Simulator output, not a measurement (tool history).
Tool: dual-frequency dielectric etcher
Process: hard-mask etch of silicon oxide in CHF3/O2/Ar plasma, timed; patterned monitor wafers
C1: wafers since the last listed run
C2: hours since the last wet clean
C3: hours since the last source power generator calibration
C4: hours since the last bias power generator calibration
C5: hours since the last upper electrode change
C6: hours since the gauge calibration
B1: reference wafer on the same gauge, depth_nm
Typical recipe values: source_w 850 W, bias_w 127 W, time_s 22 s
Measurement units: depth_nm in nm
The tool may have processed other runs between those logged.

{"run": 1, "day": 0.0, "source_w": 850, "bias_w": 127, "time_s": 22, "C1": 0, "C2": 407.2, "C3": 1158, "C4": 909.8, "C5": 2791.3, "C6": 2389.8, "B1": 48.88, "depth_nm": 42.65}
{"run": 2, "day": 1.579, "source_w": 850, "bias_w": 127, "time_s": 22, "C1": 488, "C2": 445.1, "C3": 1195.9, "C4": 947.7, "C5": 2829.2, "C6": 2427.7, "B1": 48.93, "depth_nm": 42.66}
{"run": 3, "day": 3.95, "source_w": 850, "bias_w": 127, "time_s": 22, "C1": 733, "C2": 502, "C3": 1252.8, "C4": 1004.6, "C5": 2886.1, "C6": 2484.6, "B1": 48.93, "depth_nm": 42.74}
{"run": 4, "day": 6.458, "source_w": 790, "bias_w": 138, "time_s": 22, "C1": 776, "C2": 562.2, "C3": 1313, "C4": 1064.8, "C5": 2946.3, "C6": 2544.8, "B1": 48.88, "depth_nm": 42.92}
{"run": 5, "day": 10.738, "source_w": 790, "bias_w": 138, "time_s": 22, "C1": 1324, "C2": 664.9, "C3": 1415.7, "C4": 1167.5, "C5": 3049, "C6": 2647.5, "B1": 48.89, "depth_nm": 42.69}
{"run": 6, "day": 13.233, "source_w": 790, "bias_w": 138, "time_s": 22, "C1": 772, "C2": 724.8, "C3": 1475.6, "C4": 1227.4, "C5": 3108.9, "C6": 2707.4, "B1": 48.92, "depth_nm": 42.85}
{"day": 15.142, "done": "upper electrode replaced"}
{"day": 15.75, "done": "wet clean of the chamber"}
{"run": 7, "day": 16.246, "source_w": 850, "bias_w": 152, "time_s": 18, "C1": 434, "C2": 11.9, "C3": 1547.9, "C4": 1299.7, "C5": 26.5, "C6": 2779.7, "B1": 48.9, "depth_nm": 36.69}
{"run": 8, "day": 18.038, "source_w": 850, "bias_w": 152, "time_s": 18, "C1": 554, "C2": 54.9, "C3": 1590.9, "C4": 1342.7, "C5": 69.5, "C6": 2822.7, "B1": 48.9, "depth_nm": 36.7}
{"run": 9, "day": 22.088, "source_w": 740, "bias_w": 141, "time_s": 26.5, "C1": 1253, "C2": 152.1, "C3": 1688.1, "C4": 1439.9, "C5": 166.7, "C6": 2919.9, "B1": 48.87, "depth_nm": 51.22}
{"run": 10, "day": 23.925, "source_w": 1030, "bias_w": 157, "time_s": 24.5, "C1": 568, "C2": 196.2, "C3": 1732.2, "C4": 1484, "C5": 210.8, "C6": 2964, "B1": 48.89, "depth_nm": 53.02}
{"run": 11, "day": 27.508, "source_w": 850, "bias_w": 127, "time_s": 22, "C1": 1108, "C2": 282.2, "C3": 1818.2, "C4": 1570, "C5": 296.8, "C6": 3050, "B1": 48.9, "depth_nm": 42.63}
{"run": 12, "day": 31.625, "source_w": 850, "bias_w": 107, "time_s": 24.5, "C1": 1273, "C2": 381, "C3": 1917, "C4": 1668.8, "C5": 395.6, "C6": 3148.8, "B1": 48.94, "depth_nm": 45.6}
{"day": 37.417, "done": "bias power generator calibrated"}
{"run": 13, "day": 39.871, "source_w": 850, "bias_w": 151, "time_s": 17, "C1": 2500, "C2": 578.9, "C3": 2114.9, "C4": 58.9, "C5": 593.5, "C6": 3346.7, "B1": 48.88, "depth_nm": 34.55}
{"run": 14, "day": 41.904, "source_w": 850, "bias_w": 127, "time_s": 22, "C1": 629, "C2": 627.7, "C3": 2163.7, "C4": 107.7, "C5": 642.3, "C6": 3395.5, "B1": 48.9, "depth_nm": 42.76}
{"run": 15, "day": 44.512, "source_w": 1020, "bias_w": 104, "time_s": 22, "C1": 807, "C2": 690.3, "C3": 2226.3, "C4": 170.3, "C5": 704.9, "C6": 3458.1, "B1": 48.91, "depth_nm": 42.48}
{"day": 45.825, "done": "wet clean of the chamber"}
{"run": 16, "day": 48.692, "source_w": 790, "bias_w": 138, "time_s": 22, "C1": 983, "C2": 68.8, "C3": 2326.6, "C4": 270.6, "C5": 805.2, "C6": 3558.4, "B1": 48.92, "depth_nm": 42.91}
{"run": 17, "day": 51.433, "source_w": 850, "bias_w": 127, "time_s": 27.5, "C1": 848, "C2": 134.6, "C3": 2392.4, "C4": 336.4, "C5": 871, "C6": 3624.2, "B1": 48.89, "depth_nm": 53.49}
{"run": 18, "day": 55.621, "source_w": 850, "bias_w": 127, "time_s": 22, "C1": 1295, "C2": 235.1, "C3": 2492.9, "C4": 436.9, "C5": 971.5, "C6": 3724.7, "B1": 48.89, "depth_nm": 42.76}
{"run": 19, "day": 57.612, "source_w": 850, "bias_w": 159, "time_s": 22, "C1": 616, "C2": 282.9, "C3": 2540.7, "C4": 484.7, "C5": 1019.3, "C6": 3772.5, "B1": 48.9, "depth_nm": 45.22}
{"day": 58.912, "done": "source power generator calibrated"}
{"run": 20, "day": 59.25, "source_w": 850, "bias_w": 127, "time_s": 22, "C1": 455, "C2": 322.2, "C3": 8.1, "C4": 524, "C5": 1058.6, "C6": 3811.8, "B1": 48.86, "depth_nm": 42.73}
{"day": 67.096, "done": "gauge calibrated"}
{"run": 21, "day": 72.133, "source_w": 850, "bias_w": 96, "time_s": 22, "C1": 3986, "C2": 631.4, "C3": 317.3, "C4": 833.2, "C5": 1367.8, "C6": 120.9, "B1": 48.9, "depth_nm": 39.76}
{"day": 74.938, "done": "wet clean of the chamber"}
{"run": 22, "day": 76.812, "source_w": 670, "bias_w": 139, "time_s": 25.5, "C1": 1138, "C2": 45, "C3": 429.6, "C4": 945.5, "C5": 1480.1, "C6": 233.2, "B1": 48.88, "depth_nm": 48.03}
{"run": 23, "day": 80.688, "source_w": 850, "bias_w": 127, "time_s": 22, "C1": 1199, "C2": 138, "C3": 522.6, "C4": 1038.5, "C5": 1573.1, "C6": 326.2, "B1": 48.88, "depth_nm": 42.67}
{"run": 24, "day": 84.021, "source_w": 910, "bias_w": 127, "time_s": 17.5, "C1": 1031, "C2": 218, "C3": 602.6, "C4": 1118.5, "C5": 1653.1, "C6": 406.2, "B1": 48.87, "depth_nm": 34.56}
{"run": 25, "day": 88.012, "source_w": 850, "bias_w": 127, "time_s": 22, "C1": 1235, "C2": 313.8, "C3": 698.4, "C4": 1214.3, "C5": 1748.9, "C6": 502, "B1": 48.9, "depth_nm": 42.74}
{"run": 26, "day": 91.596, "source_w": 690, "bias_w": 127, "time_s": 22, "C1": 1108, "C2": 399.8, "C3": 784.4, "C4": 1300.3, "C5": 1834.9, "C6": 588, "B1": 48.9, "depth_nm": 40.69}
{"run": 27, "day": 93.254, "source_w": 850, "bias_w": 127, "time_s": 27, "C1": 513, "C2": 439.6, "C3": 824.2, "C4": 1340.1, "C5": 1874.7, "C6": 627.8, "B1": 48.91, "depth_nm": 52.41}
{"run": 28, "day": 95.192, "source_w": 660, "bias_w": 110, "time_s": 25, "C1": 599, "C2": 486.1, "C3": 870.7, "C4": 1386.6, "C5": 1921.2, "C6": 674.3, "B1": 48.91, "depth_nm": 44.19}
{"run": 29, "day": 98.929, "source_w": 780, "bias_w": 147, "time_s": 24, "C1": 1156, "C2": 575.8, "C3": 960.4, "C4": 1476.3, "C5": 2010.9, "C6": 764, "B1": 48.9, "depth_nm": 47.47}

List, for all runs, the conditions of the tool that the log does not record:
etch rate over this chamber's usual, %: 0 on each run
source power that arrives over what is set, %: 0 on each run
bias power that arrives over what is set, %: 0 on each run
gauge reads high (%): 0 on each run
